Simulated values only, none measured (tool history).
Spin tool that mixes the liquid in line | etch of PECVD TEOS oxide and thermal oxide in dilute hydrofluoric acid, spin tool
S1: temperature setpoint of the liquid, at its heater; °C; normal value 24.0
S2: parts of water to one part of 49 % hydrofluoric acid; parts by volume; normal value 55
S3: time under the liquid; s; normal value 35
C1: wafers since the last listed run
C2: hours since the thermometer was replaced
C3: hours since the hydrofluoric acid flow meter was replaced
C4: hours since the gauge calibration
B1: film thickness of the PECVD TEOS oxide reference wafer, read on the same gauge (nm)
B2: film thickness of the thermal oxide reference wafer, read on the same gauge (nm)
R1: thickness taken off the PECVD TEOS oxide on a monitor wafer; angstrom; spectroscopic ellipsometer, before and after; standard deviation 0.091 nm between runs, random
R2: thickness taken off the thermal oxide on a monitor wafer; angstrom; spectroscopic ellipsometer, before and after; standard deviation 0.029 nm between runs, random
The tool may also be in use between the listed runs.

| run | hour | S1 | S2 | S3 | C1 | C2 | C3 | C4 | B1 | B2 | R1 | R2 |
|---|---|---|---|---|---|---|---|---|---|---|---|---|
| 1 | 0.0 | 24.0 | 55 | 35 | 0 | 2815.7 | 1511.4 | 129.8 | 140.01 | 79.988 | 126.9 | 26.96 |
| 2 | 25.7 | 24.0 | 55 | 35 | 291 | 2841.4 | 1537.1 | 155.5 | 140.01 | 80.001 | 126.7 | 27.03 |
| 3 | 40.6 | 25.5 | 55 | 35 | 168 | 2856.3 | 1552.0 | 170.4 | 140.02 | 80.038 | 133.6 | 28.63 |
| 4 | 59.2 | 24.0 | 55 | 35 | 210 | 2874.9 | 1570.6 | 189.0 | 140.04 | 80.000 | 126.0 | 26.58 |
| 5 | 88.4 | 24.0 | 55 | 35 | 330 | 2904.1 | 1599.8 | 218.2 | 139.98 | 79.997 | 125.4 | 27.23 |
| 6 | 105.1 | 24.0 | 55 | 35 | 189 | 2920.8 | 1616.5 | 234.9 | 139.96 | 79.991 | 124.3 | 26.78 |
| 7 | 130.3 | 24.0 | 55 | 35 | 285 | 2946.0 | 1641.7 | 260.1 | 139.97 | 79.984 | 124.9 | 26.84 |
| 8 | 162.4 | 24.0 | 55 | 35 | 363 | 2978.1 | 1673.8 | 292.2 | 139.99 | 79.988 | 123.7 | 26.23 |
| 9 | 187.2 | 24.0 | 55 | 35 | 280 | 3002.9 | 1698.6 | 317.0 | 140.01 | 79.991 | 123.8 | 26.84 |
| 10 | 219.1 | 24.0 | 55 | 35 | 361 | 3034.8 | 1730.5 | 348.9 | 139.93 | 80.016 | 123.7 | 26.61 |
| 11 | 239.7 | 28.0 | 35 | 20 | 233 | 3055.4 | 1751.1 | 369.5 | 140.00 | 80.000 | 134.7 | 29.13 |
|  | 260.8 | gauge calibrated |
| 12 | 264.6 | 28.0 | 35 | 20 | 282 | 3080.3 | 1776.0 | 3.8 | 139.98 | 80.029 | 134.3 | 28.57 |
| 13 | 277.8 | 24.0 | 35 | 35 | 149 | 3093.5 | 1789.2 | 17.0 | 139.99 | 79.993 | 198.9 | 42.60 |
|  | 302.8 | thermometer replaced |
| 14 | 303.3 | 20.0 | 55 | 55 | 277 | 0.5 | 1814.7 | 42.5 | 140.00 | 80.007 | 162.5 | 34.71 |
| 15 | 329.4 | 28.0 | 55 | 35 | 295 | 26.6 | 1840.8 | 68.6 | 140.05 | 80.012 | 144.4 | 30.67 |
|  | 354.9 | hydrofluoric acid flow meter replaced |
| 16 | 429.6 | 24.0 | 80 | 50 | 1123 | 126.8 | 74.7 | 168.8 | 140.00 | 79.997 | 133.0 | 28.60 |
| 17 | 451.8 | 20.5 | 35 | 35 | 251 | 149.0 | 96.9 | 191.0 | 140.02 | 80.004 | 192.9 | 42.40 |
| 18 | 468.9 | 24.0 | 65 | 45 | 193 | 166.1 | 114.0 | 208.1 | 140.01 | 79.996 | 147.8 | 32.11 |
| 19 | 497.1 | 25.5 | 35 | 35 | 319 | 194.3 | 142.2 | 236.3 | 140.00 | 79.995 | 239.4 | 51.45 |

Across each entry between runs, compare the hidden state at the last listed run before it with the hidden state at the first listed run after it:
Runs 11 to 12: gauge calibrated (hour 260.8)
  hydrofluoric acid flow below the setpoint (%): 11.3 -> 11.5
  measured less the result without the state, R1: -18.2 -> -18.4 angstrom; R2: -3.94 -> -3.92 angstrom
Runs 13 to 14: thermometer replaced (hour 302.8)
  hydrofluoric acid flow below the setpoint (%): 11.6 -> 11.7
  measured less the result without the state, R1: -27.3 -> -23.2 angstrom; R2: -5.86 -> -4.95 angstrom
Runs 15 to 16: hydrofluoric acid flow meter replaced (hour 354.9)
  hydrofluoric acid flow below the setpoint (%): 11.9 -> 0.494
  measured less the result without the state, R1: -21.2 -> -0.8 angstrom; R2: -4.51 -> -0.16 angstrom

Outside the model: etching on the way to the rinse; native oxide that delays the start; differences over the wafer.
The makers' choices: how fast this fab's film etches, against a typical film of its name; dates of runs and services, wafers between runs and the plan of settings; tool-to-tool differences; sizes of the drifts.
